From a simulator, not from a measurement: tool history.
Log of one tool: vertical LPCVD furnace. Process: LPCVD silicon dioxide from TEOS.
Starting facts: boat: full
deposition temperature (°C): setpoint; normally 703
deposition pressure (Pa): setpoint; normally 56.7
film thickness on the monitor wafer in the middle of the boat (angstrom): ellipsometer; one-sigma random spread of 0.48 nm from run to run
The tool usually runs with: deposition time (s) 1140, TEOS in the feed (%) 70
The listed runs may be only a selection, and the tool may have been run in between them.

| run | hour | deposition temperature (°C) | deposition pressure (Pa) | deposition time (s) | TEOS in the feed (%) | read-back reference wafer on the same gauge, thickness | film thickness on the monitor wafer in the middle of the boat (angstrom) |
|---|---|---|---|---|---|---|---|
| 1 | 0.0 | 703 | 56.7 | 840 | 70 | 162.95 | 1315.6 |
| 2 | 28.0 | 703 | 56.7 | 840 | 70 | 163.05 | 1320.2 |
| 3 | 89.8 | 703 | 56.7 | 840 | 70 | 163.01 | 1322.3 |
|  | 116.2 | gauge calibrated |
| 4 | 151.1 | 703 | 56.7 | 1260 | 70 | 162.97 | 1986.8 |
| 5 | 207.2 | 703 | 56.7 | 1260 | 70 | 163.02 | 1983.9 |
| 6 | 237.3 | 708 | 56.7 | 1470 | 70 | 163.05 | 2604.7 |
| 7 | 273.0 | 708 | 56.7 | 1470 | 70 | 163.12 | 2599.3 |
| 8 | 335.7 | 703 | 60.7 | 1140 | 70 | 163.07 | 1867.9 |
| 9 | 362.3 | 711 | 56.7 | 1140 | 70 | 163.01 | 2170.0 |
| 10 | 398.2 | 711 | 56.7 | 1140 | 70 | 162.99 | 2175.0 |
| 11 | 459.5 | 711 | 56.7 | 1140 | 70 | 162.87 | 2175.6 |
| 12 | 519.0 | 703 | 56.7 | 1140 | 70 | 163.06 | 1807.2 |
| 13 | 545.6 | 695 | 47.3 | 1350 | 59 | 162.97 | 1497.9 |
| 14 | 601.5 | 711 | 56.7 | 1500 | 75 | 162.97 | 2974.1 |
| 15 | 639.1 | 703 | 47.3 | 1140 | 70 | 163.10 | 1666.6 |
| 16 | 688.3 | 708 | 56.7 | 1530 | 75 | 163.01 | 2840.2 |
|  | 709.3 | gauge calibrated |
| 17 | 747.5 | 703 | 56.7 | 1140 | 70 | 163.00 | 1824.5 |
|  | 783.0 | thermocouples replaced and temperature profile calibrated |
|  | 790.6 | pressure gauge zeroed |
| 18 | 791.8 | 703 | 60.7 | 1140 | 70 | 163.04 | 1783.7 |
|  | 830.5 | TEOS flow controller replaced |
| 19 | 831.0 | 703 | 44.0 | 1140 | 70 | 163.06 | 1520.7 |
| 20 | 856.5 | 703 | 56.7 | 1140 | 70 | 162.98 | 1722.0 |
| 21 | 907.8 | 712 | 50.0 | 1020 | 70 | 163.02 | 1778.4 |
| 22 | 969.0 | 711 | 56.7 | 960 | 70 | 163.04 | 1743.1 |
| 23 | 1009.7 | 694 | 47.3 | 1140 | 80 | 162.95 | 1365.4 |
| 24 | 1064.3 | 703 | 68.0 | 750 | 70 | 163.05 | 1240.4 |

5 options for the next run, each taken on its own from the tool as it stands now. Forecast them:
| A | 1068.0 | 694 | 56.7 | 1140 | 70 | ? | ? |
| B | 1068.0 | 703 | 60.7 | 1560 | 76 | ? | ? |
| C | 1068.0 | 703 | 46.7 | 990 | 75 | ? | ? |
| D | 1068.0 | 703 | 50.0 | 900 | 70 | ? | ? |
| E | 1068.0 | 703 | 56.7 | 1470 | 70 | ? | ? |

| run | read-back reference wafer on the same gauge, thickness | film thickness on the monitor wafer in the middle of the boat (angstrom) |
|---|---|---|
| A | 162.99 | 1396.9 |
| B | 162.99 | 2542.2 |
| C | 162.99 | 1405.6 |
| D | 162.99 | 1277.8 |
| E | 162.99 | 2221.9 |
With the hidden condition removed and each run's random variation left untouched, the same runs would have given:
| run | film thickness on the monitor wafer in the middle of the boat (angstrom) |
|---|---|
| A | 1390.1 |
| B | 2530.0 |
| C | 1398.9 |
| D | 1271.7 |
| E | 2211.3 |

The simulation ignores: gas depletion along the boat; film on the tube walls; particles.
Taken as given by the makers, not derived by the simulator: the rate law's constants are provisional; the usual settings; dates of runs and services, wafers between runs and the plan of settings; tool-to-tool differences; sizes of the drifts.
